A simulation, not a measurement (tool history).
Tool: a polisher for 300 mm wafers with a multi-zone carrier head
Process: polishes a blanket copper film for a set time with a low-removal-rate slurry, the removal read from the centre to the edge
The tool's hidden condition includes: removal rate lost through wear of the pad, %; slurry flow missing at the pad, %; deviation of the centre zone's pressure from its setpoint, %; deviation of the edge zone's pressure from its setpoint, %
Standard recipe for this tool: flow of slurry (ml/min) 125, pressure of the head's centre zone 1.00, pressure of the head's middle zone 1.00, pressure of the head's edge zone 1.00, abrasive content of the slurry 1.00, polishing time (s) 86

| run | day | flow of slurry (ml/min) | pressure of the head's centre zone | pressure of the head's middle zone | pressure of the head's edge zone | abrasive content of the slurry | polishing time (s) | wafers since the last listed run | wafers polished on this pad | hours since the slurry nozzle was cleaned | hours since the centre zone pressure was calibrated | hours since the edge zone pressure was calibrated | hours since the carrier head's membrane was replaced | incoming thickness of the incoming film, nm | film removed at the wafer's centre (Å) | film removed at mid-radius (Å) | film removed at the wafer's edge (Å) |
|---|---|---|---|---|---|---|---|---|---|---|---|---|---|---|---|---|---|
| 1 | 0.000 | 125 | 1.12 | 1.00 | 1.00 | 1.00 | 86 | 0 | 1864 | 200.8 | 107.5 | 104.0 | 1434.0 | 1219.8 | 2927 | 2538 | 2632 |
| 2 | 0.825 | 150 | 1.00 | 1.00 | 1.00 | 1.00 | 86 | 190 | 2054 | 220.6 | 127.3 | 123.8 | 1453.8 | 1241.2 | 2645 | 2613 | 2659 |
|  | 1.271 | worn pad replaced by a new one, of another model than before |
| 3 | 1.817 | 125 | 0.97 | 1.00 | 0.89 | 1.30 | 86 | 190 | 125 | 244.4 | 151.1 | 147.6 | 1477.6 | 1236.6 | 2898 | 2920 | 2912 |
| 4 | 2.896 | 150 | 1.00 | 1.10 | 1.05 | 1.00 | 99 | 248 | 374 | 270.3 | 177.0 | 173.5 | 1503.5 | 1261.1 | 3227 | 3504 | 3329 |
| 5 | 3.692 | 125 | 1.00 | 1.00 | 1.00 | 1.00 | 86 | 183 | 557 | 289.4 | 196.1 | 192.6 | 1522.6 | 1234.6 | 2735 | 2683 | 2787 |
| 6 | 5.121 | 105 | 1.00 | 1.00 | 1.00 | 0.75 | 57 | 329 | 887 | 323.7 | 230.4 | 226.9 | 1556.9 | 1255.1 | 1585 | 1594 | 1633 |
|  | 5.562 | slurry nozzle cleaned |
| 7 | 6.296 | 125 | 1.00 | 0.90 | 1.00 | 1.20 | 114 | 261 | 1148 | 17.6 | 258.6 | 255.1 | 1585.1 | 1254.7 | 3645 | 3380 | 3793 |
| 8 | 6.867 | 125 | 1.00 | 1.00 | 1.05 | 1.00 | 68 | 131 | 1279 | 31.3 | 272.3 | 268.8 | 1598.8 | 1261.3 | 2116 | 2070 | 2169 |
|  | 8.108 | carrier head's membrane replaced by a new one |
| 9 | 8.338 | 100 | 1.00 | 1.00 | 1.00 | 1.00 | 86 | 290 | 1570 | 66.6 | 307.6 | 304.1 | 5.5 | 1247.0 | 2480 | 2502 | 2558 |
| 10 | 8.892 | 125 | 1.00 | 0.90 | 1.00 | 1.00 | 86 | 127 | 1698 | 79.9 | 320.9 | 317.4 | 18.8 | 1267.6 | 2552 | 2380 | 2660 |
|  | 9.062 | worn pad replaced by a new one |
| 11 | 9.946 | 125 | 1.00 | 0.96 | 1.10 | 1.00 | 86 | 204 | 203 | 105.2 | 346.2 | 342.7 | 44.1 | 1237.3 | 2728 | 2619 | 2971 |
| 12 | 10.771 | 150 | 1.00 | 0.95 | 1.00 | 1.25 | 86 | 190 | 393 | 125.0 | 366.0 | 362.5 | 63.9 | 1219.4 | 2954 | 2838 | 3014 |
| 13 | 11.312 | 125 | 0.89 | 1.00 | 1.00 | 1.00 | 86 | 124 | 518 | 138.0 | 379.0 | 375.5 | 76.9 | 1241.0 | 2402 | 2692 | 2777 |
| 14 | 12.521 | 125 | 1.00 | 1.00 | 1.00 | 1.00 | 86 | 278 | 796 | 167.0 | 408.0 | 404.5 | 105.9 | 1249.6 | 2658 | 2666 | 2724 |
| 15 | 13.754 | 145 | 1.00 | 1.00 | 1.00 | 1.25 | 86 | 284 | 1080 | 196.6 | 437.6 | 434.1 | 135.5 | 1253.4 | 2825 | 2828 | 2845 |
|  | 13.900 | centre zone pressure recalibrated |
| 16 | 14.488 | 125 | 1.00 | 1.00 | 1.09 | 1.00 | 107 | 149 | 1230 | 214.2 | 14.1 | 451.7 | 153.1 | 1235.7 | 3318 | 3275 | 3440 |
| 17 | 15.438 | 125 | 0.97 | 1.00 | 0.89 | 1.30 | 86 | 218 | 1449 | 237.0 | 36.9 | 474.5 | 175.9 | 1256.5 | 2678 | 2795 | 2671 |
| 18 | 16.658 | 125 | 1.00 | 1.00 | 1.00 | 1.00 | 86 | 281 | 1730 | 266.3 | 66.2 | 503.8 | 205.2 | 1238.6 | 2554 | 2548 | 2664 |
|  | 16.962 | worn pad replaced by a new one |
| 19 | 17.638 | 125 | 0.90 | 0.89 | 1.00 | 1.00 | 86 | 187 | 155 | 289.8 | 89.7 | 527.3 | 228.7 | 1256.8 | 2480 | 2451 | 2781 |
| 20 | 18.862 | 125 | 1.00 | 1.00 | 1.09 | 1.00 | 86 | 282 | 437 | 319.2 | 119.1 | 556.7 | 258.1 | 1237.2 | 2681 | 2709 | 2865 |

What differs in the tool's unlogged condition from the final listed run ahead of each entry between runs to the first listed run following it?
In the gap between runs 2 and 3: worn pad replaced by a new one, of another model than before (day 1.271)
  removal rate lost through wear of the pad, %: 8.68 -> 0.722
  measured value less the no-hidden-state value, film removed at the wafer's centre (Å): -251 -> -21; film removed at mid-radius (Å): -249 -> -21; film removed at the wafer's edge (Å): -253 -> -21
In the gap between runs 6 and 7: slurry nozzle cleaned (day 5.562)
  removal rate lost through wear of the pad, %: 3.45 -> 4.42
  measured value less the no-hidden-state value, film removed at the wafer's centre (Å): -57 -> -168; film removed at mid-radius (Å): -56 -> -156; film removed at the wafer's edge (Å): -58 -> -175
In the gap between runs 8 and 9: carrier head's membrane replaced by a new one (day 8.108)
  removal rate lost through wear of the pad, %: 4.89 -> 6.1
  measured value less the no-hidden-state value, film removed at the wafer's centre (Å): -109 -> -161; film removed at mid-radius (Å): -106 -> -163; film removed at the wafer's edge (Å): -111 -> -166
In the gap between runs 10 and 11: worn pad replaced by a new one (day 9.062)
  removal rate lost through wear of the pad, %: 6.56 -> 2.07
  measured value less the no-hidden-state value, film removed at the wafer's centre (Å): -179 -> -58; film removed at mid-radius (Å): -167 -> -56; film removed at the wafer's edge (Å): -187 -> -63
In the gap between runs 15 and 16: centre zone pressure recalibrated (day 13.900)
  removal rate lost through wear of the pad, %: 5.22 -> 5.82
  measured value less the no-hidden-state value, film removed at the wafer's centre (Å): -156 -> -205; film removed at mid-radius (Å): -156 -> -202; film removed at the wafer's edge (Å): -156 -> -212
In the gap between runs 18 and 19: worn pad replaced by a new one (day 16.962)
  removal rate lost through wear of the pad, %: 7.61 -> 1.29
  measured value less the no-hidden-state value, film removed at the wafer's centre (Å): -210 -> -33; film removed at mid-radius (Å): -210 -> -32; film removed at the wafer's edge (Å): -219 -> -37

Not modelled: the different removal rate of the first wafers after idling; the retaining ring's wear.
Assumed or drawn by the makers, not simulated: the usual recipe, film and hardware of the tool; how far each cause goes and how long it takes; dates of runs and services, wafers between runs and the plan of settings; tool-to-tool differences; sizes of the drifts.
